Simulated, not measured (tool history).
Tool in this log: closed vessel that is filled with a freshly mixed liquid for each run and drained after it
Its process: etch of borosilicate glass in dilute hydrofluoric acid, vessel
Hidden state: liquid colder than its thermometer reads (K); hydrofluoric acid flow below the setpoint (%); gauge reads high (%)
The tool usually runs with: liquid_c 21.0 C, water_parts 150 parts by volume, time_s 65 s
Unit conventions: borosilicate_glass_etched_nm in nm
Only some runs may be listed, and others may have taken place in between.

run	hour	liquid_c	water_parts	time_s	wafers since the last listed run	hours since the thermometer was replaced	hours since the hydrofluoric acid flow meter was replaced	hours since the gauge calibration	read-back film thickness of the borosilicate glass reference wafer, read on the same gauge (nm)	borosilicate_glass_etched_nm
1	0.0	21.0	120	50	0	1056.5	994.3	410.5	30.01	6.99
2	104.8	21.0	120	50	14451	1161.3	1099.1	515.3	30.01	7.07
3	191.7	21.0	105	90	11983	1248.2	1186.0	602.2	29.97	14.89
# hour 221.8: thermometer replaced
4	273.7	21.0	105	90	11169	51.9	1268.0	684.2	30.03	14.82
5	344.0	21.0	150	65	9694	122.2	1338.3	754.5	29.99	6.98
6	409.2	21.0	150	65	8990	187.4	1403.5	819.7	30.00	7.07
7	463.7	21.0	150	65	7515	241.9	1458.0	874.2	29.99	6.91
8	501.4	21.0	130	65	5198	279.6	1495.7	911.9	29.99	8.38
9	549.3	21.0	150	65	6605	327.5	1543.6	959.8	30.01	7.03
10	650.2	21.0	150	65	13913	428.4	1644.5	1060.7	29.98	6.98
11	716.7	21.0	150	65	9170	494.9	1711.0	1127.2	29.99	6.92
# hour 786.3: gauge calibrated
12	819.4	21.0	150	65	14162	597.6	1813.7	33.1	30.01	6.95
13	872.6	25.0	150	65	7336	650.8	1866.9	86.3	29.98	8.17
14	938.5	25.0	150	65	9087	716.7	1932.8	152.2	30.01	8.03
# hour 998.5: hydrofluoric acid flow meter replaced
15	1032.0	21.0	150	65	12755	810.2	33.5	245.7	30.02	6.53
16	1087.1	21.0	150	65	7598	865.3	88.6	300.8	29.99	6.56
17	1138.7	23.5	110	100	7115	916.9	140.2	352.4	29.98	15.73
18	1195.3	21.0	150	65	7804	973.5	196.8	409.0	29.99	6.52
19	1284.8	21.0	205	100	12341	1063.0	286.3	498.5	29.97	6.89
# hour 1301.4: hydrofluoric acid flow meter replaced, repeated, since the last time left the tool worse
20	1388.3	17.0	80	85	14134	1166.5	86.9	602.0	29.98	16.80
21	1446.2	21.0	150	90	7984	1224.4	144.8	659.9	29.99	10.21
22	1533.6	25.0	185	65	12052	1311.8	232.2	747.3	29.99	6.67
23	1616.9	21.0	150	65	11486	1395.1	315.5	830.6	30.01	7.30
# hour 1653.7: thermometer replaced
24	1712.5	25.5	215	45	13045	58.8	411.1	926.2	30.03	3.87
25	1796.2	23.5	205	50	11541	142.5	494.8	1009.9	30.00	4.16
26	1897.4	21.0	150	65	13955	243.7	596.0	1111.1	30.01	7.23
27	1955.5	21.0	150	65	8011	301.8	654.1	1169.2	30.00	7.32
28	2029.1	21.0	150	55	10149	375.4	727.7	1242.8	29.98	6.10
29	2081.1	23.0	105	40	7170	427.4	779.7	1294.8	29.98	7.27

Consider 3 possible next runs. They are alternatives, not a sequence: every one starts from the tool as it was left by run 29. What does each give?
A	2081.8	24.5	150	65	96	428.1	780.4	1295.5	?	?
B	2081.8	18.5	125	65	96	428.1	780.4	1295.5	?	?
C	2081.8	21.0	170	65	96	428.1	780.4	1295.5	?	?

run	read-back film thickness of the borosilicate glass reference wafer, read on the same gauge (nm)	borosilicate_glass_etched_nm
A	29.98	8.28
B	29.98	8.07
C	29.98	6.25
The same runs, with their run-to-run variation unchanged, on a tool lacking any hidden condition would have given:
run	borosilicate_glass_etched_nm
A	8.56
B	8.33
C	6.46
